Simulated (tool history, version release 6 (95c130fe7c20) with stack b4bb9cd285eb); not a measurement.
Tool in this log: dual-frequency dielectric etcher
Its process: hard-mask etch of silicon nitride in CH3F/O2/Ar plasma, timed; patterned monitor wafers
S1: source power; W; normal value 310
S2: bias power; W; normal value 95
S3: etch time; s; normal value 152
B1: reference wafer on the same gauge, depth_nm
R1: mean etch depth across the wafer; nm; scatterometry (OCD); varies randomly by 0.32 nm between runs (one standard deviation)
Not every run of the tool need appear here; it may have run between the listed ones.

{"run": 1, "hour": 0.0, "S1": 330, "S2": 95, "S3": 152, "B1": 91, "R1": 107.1}
{"run": 2, "hour": 35.4, "S1": 330, "S2": 95, "S3": 152, "B1": 91, "R1": 106.3}
{"run": 3, "hour": 92.7, "S1": 310, "S2": 87, "S3": 152, "B1": 91, "R1": 101.3}
{"run": 4, "hour": 158.7, "S1": 310, "S2": 87, "S3": 152, "B1": 91, "R1": 101.4}
{"hour": 198.8, "done": "wet clean of the chamber"}
{"run": 5, "hour": 214.3, "S1": 310, "S2": 87, "S3": 152, "B1": 91, "R1": 104.3}
{"run": 6, "hour": 322.8, "S1": 310, "S2": 95, "S3": 152, "B1": 91, "R1": 105.4}
{"run": 7, "hour": 366.3, "S1": 310, "S2": 95, "S3": 152, "B1": 91, "R1": 105}
{"run": 8, "hour": 433.5, "S1": 310, "S2": 95, "S3": 152, "B1": 91, "R1": 106}
{"hour": 483.4, "done": "source power generator calibrated"}
{"hour": 505.6, "done": "upper electrode replaced"}
{"run": 9, "hour": 506.1, "S1": 310, "S2": 95, "S3": 152, "B1": 91, "R1": 104.3}
{"run": 10, "hour": 525.1, "S1": 310, "S2": 95, "S3": 119.5, "B1": 91, "R1": 82.4}
{"run": 11, "hour": 564.1, "S1": 310, "S2": 95, "S3": 119.5, "B1": 91, "R1": 82}
{"run": 12, "hour": 631.4, "S1": 310, "S2": 95, "S3": 119.5, "B1": 91, "R1": 82.2}
{"run": 13, "hour": 683.3, "S1": 310, "S2": 95, "S3": 152, "B1": 91, "R1": 103.5}
{"run": 14, "hour": 725.8, "S1": 250, "S2": 95, "S3": 187, "B1": 91, "R1": 119.2}
{"run": 15, "hour": 750.9, "S1": 250, "S2": 95, "S3": 187, "B1": 91, "R1": 119.2}
{"run": 16, "hour": 777.7, "S1": 310, "S2": 107, "S3": 152, "B1": 91, "R1": 106.5}
{"hour": 817.7, "done": "gauge calibrated"}
{"hour": 830.0, "done": "wet clean of the chamber"}
{"run": 17, "hour": 830.5, "S1": 290, "S2": 95, "S3": 152, "B1": 91, "R1": 104.7}
{"run": 18, "hour": 839.3, "S1": 280, "S2": 115, "S3": 113, "B1": 91, "R1": 81.3}
{"hour": 860.4, "done": "bias power generator calibrated"}
{"run": 19, "hour": 863.8, "S1": 310, "S2": 95, "S3": 113, "B1": 91, "R1": 79.6}
{"run": 20, "hour": 896.9, "S1": 310, "S2": 95, "S3": 152, "B1": 91, "R1": 105.8}
{"run": 21, "hour": 936.4, "S1": 310, "S2": 119, "S3": 173, "B1": 91, "R1": 128.7}
{"run": 22, "hour": 971.9, "S1": 310, "S2": 95, "S3": 131, "B1": 91, "R1": 91.5}
{"run": 23, "hour": 1041.0, "S1": 310, "S2": 80, "S3": 115.5, "B1": 91, "R1": 77.1}
{"run": 24, "hour": 1089.0, "S1": 310, "S2": 95, "S3": 152, "B1": 91, "R1": 105.1}
{"run": 25, "hour": 1123.6, "S1": 370, "S2": 95, "S3": 152, "B1": 91, "R1": 110.5}
{"run": 26, "hour": 1166.6, "S1": 250, "S2": 89, "S3": 110, "B1": 91, "R1": 69.9}

Run 27 has not been measured yet. What should we expect?
{"run": 27, "hour": 1225.4, "S1": 310, "S2": 95, "S3": 152, "B1": "?", "R1": "?"}

Logged for run 27: B1 91, R1 104.6 nm.
If the tool had no hidden condition, the same run with the same run-to-run variation would have returned R1 107.2 nm.
